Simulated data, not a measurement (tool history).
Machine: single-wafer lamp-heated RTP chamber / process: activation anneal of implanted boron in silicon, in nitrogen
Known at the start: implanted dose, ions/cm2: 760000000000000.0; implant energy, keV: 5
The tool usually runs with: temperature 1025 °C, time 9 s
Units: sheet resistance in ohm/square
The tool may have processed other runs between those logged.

run    hour  temperature  time  wafers since the last listed run  wafers since the last pyrometer calibration  wafers since the reflector plate was cleaned  hours since the gauge calibration  read-back reference wafer on the same gauge, sheet resistance  sheet resistance
  1     0.0         1014     9                                 0                                         1054                                         10478                             1144.3                                                         148.96            184.05
  2   101.6         1014     9                              1555                                         2610                                         12034                             1245.9                                                         148.92            182.73
  3   201.1         1025     9                              1523                                         4133                                         13557                             1345.4                                                         148.99            177.37
      218.2  -- reflector plate cleaned
  4   267.9         1025     9                               900                                         5034                                           761                             1412.2                                                         148.95            178.64
  5   559.1         1025     9                              4458                                         9493                                          5220                             1703.4                                                         149.04            176.82
      606.6  -- pyrometer window cleaned and pyrometer calibrated
  6   755.9         1025     9                              2890                                         2286                                          8111                             1900.2                                                         148.97            179.12
  7   810.2         1025     9                               831                                         3118                                          8943                             1954.5                                                         149.11            178.19
  8  1013.0         1025     9                              3105                                         6223                                         12048                             2157.3                                                         148.99            176.17
  9  1075.0         1025     6                               949                                         7172                                         12997                             2219.3                                                         149.04            179.90
 10  1150.0         1025     6                              1148                                         8321                                         14146                             2294.3                                                         148.93            177.33
     1220.8  -- reflector plate cleaned
 11  1241.7         1025     9                              1281                                         9602                                           320                             2386.0                                                         148.97            177.92
     1269.2  -- pyrometer window cleaned and pyrometer calibrated
 12  1288.5         1025     9                               594                                          294                                           914                             2432.8                                                         149.05            181.89
 13  1380.9         1037     6                              1414                                         1709                                          2329                             2525.2                                                         148.89            179.77
 14  1479.2         1037     6                              1505                                         3214                                          3834                             2623.5                                                         149.08            178.49
 15  1532.4         1047    11                               814                                         4029                                          4649                             2676.7                                                         149.00            169.65
 16  1599.7         1049     6                              1030                                         5059                                          5679                             2744.0                                                         149.07            173.37
 17  1677.9         1011     4                              1197                                         6257                                          6877                             2822.2                                                         149.14            191.55
 18  1738.9         1035     5                               934                                         7191                                          7811                             2883.2                                                         148.90            179.95
 19  1796.0         1043     9                               874                                         8065                                          8685                             2940.3                                                         149.08            171.16
 20  1864.2         1051     7                              1044                                         9110                                          9729                             3008.5                                                         148.92            169.94
 21  1902.4         1002     5                               584                                         9695                                         10314                             3046.7                                                         149.06            191.87

For run 22, what comes out?
 22  1940.4         1037    11                               581                                        10276                                         10896                             3084.7                                                              ?                 ?

{"run 22": {"read-back reference wafer on the same gauge, sheet resistance": 149.04, "sheet resistance": 169.38}}
Were there no unlogged condition in the tool, this run, its random variation unchanged, would have produced sheet resistance 175.46 ohm/square.

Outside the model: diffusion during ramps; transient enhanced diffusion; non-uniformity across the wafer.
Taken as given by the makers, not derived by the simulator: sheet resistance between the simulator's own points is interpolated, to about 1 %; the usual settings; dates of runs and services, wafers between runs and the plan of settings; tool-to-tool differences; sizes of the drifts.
